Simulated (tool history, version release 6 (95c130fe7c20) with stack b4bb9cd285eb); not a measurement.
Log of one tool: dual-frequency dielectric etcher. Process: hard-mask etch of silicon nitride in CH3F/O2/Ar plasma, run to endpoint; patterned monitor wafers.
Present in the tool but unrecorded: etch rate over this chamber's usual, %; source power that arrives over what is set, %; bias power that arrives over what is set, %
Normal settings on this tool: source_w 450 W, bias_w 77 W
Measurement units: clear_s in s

run,hour,source_w,bias_w,wafers since the last listed run,hours since the last wet clean,hours since the last source power generator calibration,hours since the last bias power generator calibration,hours since the last upper electrode change,"incoming incoming film thickness, nm",clear_s
1,0,500,89,0,323.1,4397.9,4387,3099.3,30.94,38.1
2,9,500,89,81,332.1,4406.9,4396,3108.3,31.09,38.2
3,16,500,89,63,339.1,4413.9,4403,3115.3,31.12,38.3
4,32.4,450,77,147,355.5,4430.3,4419.4,3131.7,31.06,42.7
5,50,450,77,158,373.1,4447.9,4437,3149.3,30.81,42.1
# hour 70.4: source power generator calibrated
# hour 83.3: wet clean of the chamber
# hour 101.5: upper electrode replaced
6,102,390,77,152,18.7,31.6,4489,0.5,30.65,45.1
7,102.3,450,77,2,19,31.9,4489.3,0.8,30.98,42.4
8,102.6,450,77,2,19.3,32.2,4489.6,1.1,30.86,42.4
9,103,360,77,3,19.7,32.6,4490,1.5,30.95,48.1
10,103.3,390,64,2,20,32.9,4490.3,1.8,31.26,49.3
11,105.7,560,77,21,22.4,35.3,4492.7,4.2,30.93,37.8
12,117.7,540,62,108,34.4,47.3,4504.7,16.2,30.92,41.4
13,126.9,550,87,82,43.6,56.5,4513.9,25.4,30.8,36.1
14,134.5,390,64,68,51.2,64.1,4521.5,33,30.84,48.9
15,143.4,450,77,80,60.1,73,4530.4,41.9,31.1,42.5
# hour 155.8: bias power generator calibrated
16,156.3,480,93,80,73,85.9,0.5,54.8,31.12,38.4
17,164.2,410,66,71,80.9,93.8,8.4,62.7,30.69,46.7
18,177.1,490,86,116,93.8,106.7,21.3,75.6,30.92,38.6
19,194.5,370,70,156,111.2,124.1,38.7,93,31.06,49
20,211,450,77,148,127.7,140.6,55.2,109.5,30.82,42.2

Below are 4 alternative next runs, each starting from the tool's condition after run 20. Predict each:
A,211.4,450,77,3,128.1,141,55.6,109.9,30.92,?
B,211.4,360,61,3,128.1,141,55.6,109.9,30.92,?
C,211.4,510,90,3,128.1,141,55.6,109.9,30.92,?
D,211.4,540,70,3,128.1,141,55.6,109.9,30.92,?

run,clear_s
A,42
B,51.7
C,37.3
D,39.5
Had the tool no hidden state, the same runs would have come out as:
run,clear_s
A,42
B,51.7
C,37.3
D,39.5

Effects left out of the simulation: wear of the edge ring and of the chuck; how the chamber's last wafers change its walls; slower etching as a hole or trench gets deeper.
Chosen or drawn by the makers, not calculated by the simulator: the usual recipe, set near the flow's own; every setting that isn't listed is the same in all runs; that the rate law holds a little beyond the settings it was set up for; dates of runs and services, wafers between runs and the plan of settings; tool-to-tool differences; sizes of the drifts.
